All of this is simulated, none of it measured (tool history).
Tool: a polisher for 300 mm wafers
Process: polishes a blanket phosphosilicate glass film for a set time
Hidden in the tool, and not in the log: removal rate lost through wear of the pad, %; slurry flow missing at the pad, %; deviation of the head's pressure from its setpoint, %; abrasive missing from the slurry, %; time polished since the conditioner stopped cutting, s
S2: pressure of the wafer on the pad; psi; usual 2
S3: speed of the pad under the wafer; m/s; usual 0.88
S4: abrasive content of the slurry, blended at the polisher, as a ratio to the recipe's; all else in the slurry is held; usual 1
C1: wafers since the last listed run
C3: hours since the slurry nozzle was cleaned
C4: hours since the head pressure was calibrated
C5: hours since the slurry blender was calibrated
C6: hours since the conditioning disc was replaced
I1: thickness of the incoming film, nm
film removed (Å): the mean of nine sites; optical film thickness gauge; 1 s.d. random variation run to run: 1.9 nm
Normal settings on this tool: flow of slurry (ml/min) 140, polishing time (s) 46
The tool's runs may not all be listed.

Run 1, day 0: usual settings; C1 0; wafers polished on this pad 171; C3 611.2; C4 7; C5 332.9; C6 111.6; I1 2563.7. Result: film removed (Å) 1637.
Run 2, day 3.729: usual settings; C1 1192; wafers polished on this pad 1363; C3 700.7; C4 96.5; C5 422.4; C6 201.1; I1 2583.1. Result: film removed (Å) 1563.
At day 3.933: slurry blender recalibrated.
At day 4.079: slurry nozzle cleaned.
At day 4.754: conditioning disc replaced and pad reconditioned.
Run 3, day 4.796: usual settings; C1 274; wafers polished on this pad 1638; C3 17.2; C4 122.1; C5 20.7; C6 1; I1 2537.6. Result: film removed (Å) 1809.
At day 8.317: worn pad replaced by a new one.
Run 4, day 8.933: usual settings; C1 1269; wafers polished on this pad 196; C3 116.5; C4 221.4; C5 120; C6 100.3; I1 2566.5. Result: film removed (Å) 1580.
Run 5, day 10.229: usual settings; C1 414; wafers polished on this pad 611; C3 147.6; C4 252.5; C5 151.1; C6 131.4; I1 2542.5. Result: film removed (Å) 1568.
Run 6, day 10.842: usual settings; C1 195; wafers polished on this pad 807; C3 162.3; C4 267.2; C5 165.8; C6 146.1; I1 2555. Result: film removed (Å) 1561.
Run 7, day 13.817: usual settings; C1 951; wafers polished on this pad 1758; C3 233.7; C4 338.6; C5 237.2; C6 217.5; I1 2597.3. Result: film removed (Å) 1554.
At day 13.971: conditioning disc replaced and pad reconditioned.
Run 8, day 14.854: usual settings but flow of slurry (ml/min) 95, S3 0.6 m/s, S4 1.2, polishing time (s) 51; C1 305; wafers polished on this pad 2063; C3 258.6; C4 363.5; C5 262.1; C6 21.2; I1 2588.5. Result: film removed (Å) 1700.
Run 9, day 16.038: usual settings but S3 1.04 m/s; C1 378; wafers polished on this pad 2441; C3 287; C4 391.9; C5 290.5; C6 49.6; I1 2552.4. Result: film removed (Å) 1806.
At day 17.446: worn pad replaced by a new one.
Run 10, day 17.467: usual settings but flow of slurry (ml/min) 180, S2 2.6 psi, S3 0.7 m/s; C1 403; wafers polished on this pad 6; C3 321.3; C4 426.2; C5 324.8; C6 83.9; I1 2516.1. Result: film removed (Å) 1898.
Run 11, day 18.154: usual settings; C1 219; wafers polished on this pad 226; C3 337.8; C4 442.7; C5 341.3; C6 100.4; I1 2562.4. Result: film removed (Å) 1638.
Run 12, day 19.5: usual settings; C1 430; wafers polished on this pad 656; C3 370.1; C4 475; C5 373.6; C6 132.7; I1 2568.2. Result: film removed (Å) 1598.
At day 20.225: slurry blender recalibrated.
Run 13, day 20.246: usual settings but S2 1.5 psi, polishing time (s) 39; C1 211; wafers polished on this pad 868; C3 388; C4 492.9; C5 0.5; C6 150.6; I1 2561.5. Result: film removed (Å) 1053.
At day 23.338: conditioning disc replaced and pad reconditioned.
Run 14, day 23.571: usual settings; C1 1036; wafers polished on this pad 1904; C3 467.8; C4 572.7; C5 80.3; C6 5.6; I1 2609.4. Result: film removed (Å) 1802.
Run 15, day 25.029: usual settings but S3 0.6 m/s; C1 466; wafers polished on this pad 2370; C3 502.8; C4 607.7; C5 115.3; C6 40.6; I1 2537.8. Result: film removed (Å) 1425.
At day 25.371: head pressure recalibrated.
Run 16, day 26.229: usual settings but S2 1.6 psi; C1 357; wafers polished on this pad 2727; C3 531.6; C4 20.6; C5 144.1; C6 69.4; I1 2543.6. Result: film removed (Å) 1363.
At day 27.183: worn pad replaced by a new one.
Run 17, day 27.512: usual settings but flow of slurry (ml/min) 160; C1 357; wafers polished on this pad 104; C3 562.4; C4 51.4; C5 174.9; C6 100.2; I1 2584.8. Result: film removed (Å) 1662.
Run 18, day 28.375: usual settings; C1 275; wafers polished on this pad 380; C3 583.1; C4 72.1; C5 195.6; C6 120.9; I1 2524.8. Result: film removed (Å) 1623.
At day 28.604: slurry nozzle cleaned.
Run 19, day 29.05: usual settings but S3 1.06 m/s; C1 202; wafers polished on this pad 583; C3 10.7; C4 88.3; C5 211.8; C6 137.1; I1 2591.4. Result: film removed (Å) 1746.
Run 20, day 30.196: usual settings but S2 2.4 psi, polishing time (s) 39; C1 366; wafers polished on this pad 949; C3 38.2; C4 115.8; C5 239.3; C6 164.6; I1 2550.4. Result: film removed (Å) 1607.
Run 21, day 31.629: usual settings but S3 0.62 m/s, S4 0.8; C1 458; wafers polished on this pad 1407; C3 72.6; C4 150.2; C5 273.7; C6 199; I1 2566. Result: film removed (Å) 1218.
At day 32.312: conditioning disc replaced and pad reconditioned.
Run 22, day 32.417: usual settings; C1 225; wafers polished on this pad 1632; C3 91.5; C4 169.1; C5 292.6; C6 2.5; I1 2542.6. Result: film removed (Å) 1781.
Run 23, day 33.667: usual settings but flow of slurry (ml/min) 105, S3 0.68 m/s; C1 399; wafers polished on this pad 2032; C3 121.5; C4 199.1; C5 322.6; C6 32.5; I1 2583.3. Result: film removed (Å) 1440.
Run 24, day 34.912: usual settings but polishing time (s) 55; C1 398; wafers polished on this pad 2430; C3 151.4; C4 229; C5 352.5; C6 62.4; I1 2589.3. Result: film removed (Å) 1955.

Branching from run 24: 5 alternative next runs. What would each branch give?
Run A, day 34.929: usual settings; C1 5; wafers polished on this pad 2436; C3 151.8; C4 229.4; C5 352.9; C6 62.8; I1 2551.2. Result: film removed (Å) ?.
Run B, day 34.929: usual settings but flow of slurry (ml/min) 105, S4 0.9, polishing time (s) 55; C1 5; wafers polished on this pad 2436; C3 151.8; C4 229.4; C5 352.9; C6 62.8; I1 2551.2. Result: film removed (Å) ?.
Run C, day 34.929: usual settings but S2 1.7 psi, S3 1.12 m/s, S4 1.1; C1 5; wafers polished on this pad 2436; C3 151.8; C4 229.4; C5 352.9; C6 62.8; I1 2551.2. Result: film removed (Å) ?.
Run D, day 34.929: usual settings but flow of slurry (ml/min) 180, S2 1.6 psi, S4 0.7, polishing time (s) 53; C1 5; wafers polished on this pad 2436; C3 151.8; C4 229.4; C5 352.9; C6 62.8; I1 2551.2. Result: film removed (Å) ?.
Run E, day 34.929: usual settings but flow of slurry (ml/min) 105, S2 1.4 psi, polishing time (s) 37; C1 5; wafers polished on this pad 2436; C3 151.8; C4 229.4; C5 352.9; C6 62.8; I1 2551.2. Result: film removed (Å) ?.

run  film removed (Å)
  A              1648
  B              1802
  C              1670
  D              1354
  E               934
Without the tool's unlogged condition, the same runs would have read:
run  film removed (Å)
  A              1822
  B              1992
  C              1846
  D              1474
  E              1009

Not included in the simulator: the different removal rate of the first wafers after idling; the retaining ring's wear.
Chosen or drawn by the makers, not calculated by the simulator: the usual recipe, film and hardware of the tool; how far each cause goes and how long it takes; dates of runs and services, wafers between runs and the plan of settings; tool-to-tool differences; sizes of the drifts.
